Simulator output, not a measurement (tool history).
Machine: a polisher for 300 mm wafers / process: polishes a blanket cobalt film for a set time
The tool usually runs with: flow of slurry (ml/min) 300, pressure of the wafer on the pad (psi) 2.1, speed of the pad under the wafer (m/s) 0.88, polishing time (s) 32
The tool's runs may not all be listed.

run,day,flow of slurry (ml/min),pressure of the wafer on the pad (psi),speed of the pad under the wafer (m/s),polishing time (s),"incoming thickness of the incoming film, nm",film removed (Å)
1,0.000,300,2.1,0.88,32,1262.3,1430
2,2.367,300,2.1,0.88,32,1257.2,1343
3,3.900,300,2.1,0.88,38,1274.7,1579
# day 5.221: worn pad replaced by a new one
4,6.162,300,2.1,0.88,38,1290.4,1658
5,8.925,300,2.1,0.88,38,1287.2,1583
# day 11.246: worn pad replaced by a new one
6,11.292,300,2.1,1.10,32,1277.5,1735
7,12.825,300,2.1,1.10,32,1284.8,1727
# day 15.404: slurry nozzle cleaned
8,15.542,300,2.1,0.88,32,1252.6,1306
9,16.571,300,2.1,0.88,32,1246.4,1267
# day 17.700: worn pad replaced by a new one
# day 18.583: head pressure recalibrated
10,19.067,300,2.1,0.88,27,1263.9,1287
11,21.296,300,2.1,1.10,32,1279.9,1796
12,23.754,300,2.1,0.88,32,1258.8,1357
# day 24.462: worn pad replaced by a new one
13,26.383,300,1.6,0.88,24,1263.4,843
14,27.721,405,2.8,0.88,23,1274.8,1333
15,29.450,225,1.4,1.00,32,1296.9,1036
# day 30.608: worn pad replaced by a new one
16,31.792,300,1.9,0.96,23,1254.0,1022

Consider 5 possible next runs. They are alternatives, not a sequence: every one starts from the tool as it was left by run 16. What does each give?
A,31.808,300,2.1,0.88,32,1264.1,?
B,31.808,300,2.1,0.88,36,1264.1,?
C,31.808,375,2.1,0.88,32,1264.1,?
D,31.808,230,2.1,0.88,37,1264.1,?
E,31.808,300,2.1,0.76,32,1264.1,?

run,film removed (Å)
A,1393
B,1567
C,1415
D,1574
E,1203
With the hidden condition removed and each run's random variation left untouched, the same runs would have given:
run,film removed (Å)
A,1575
B,1772
C,1601
D,1781
E,1361
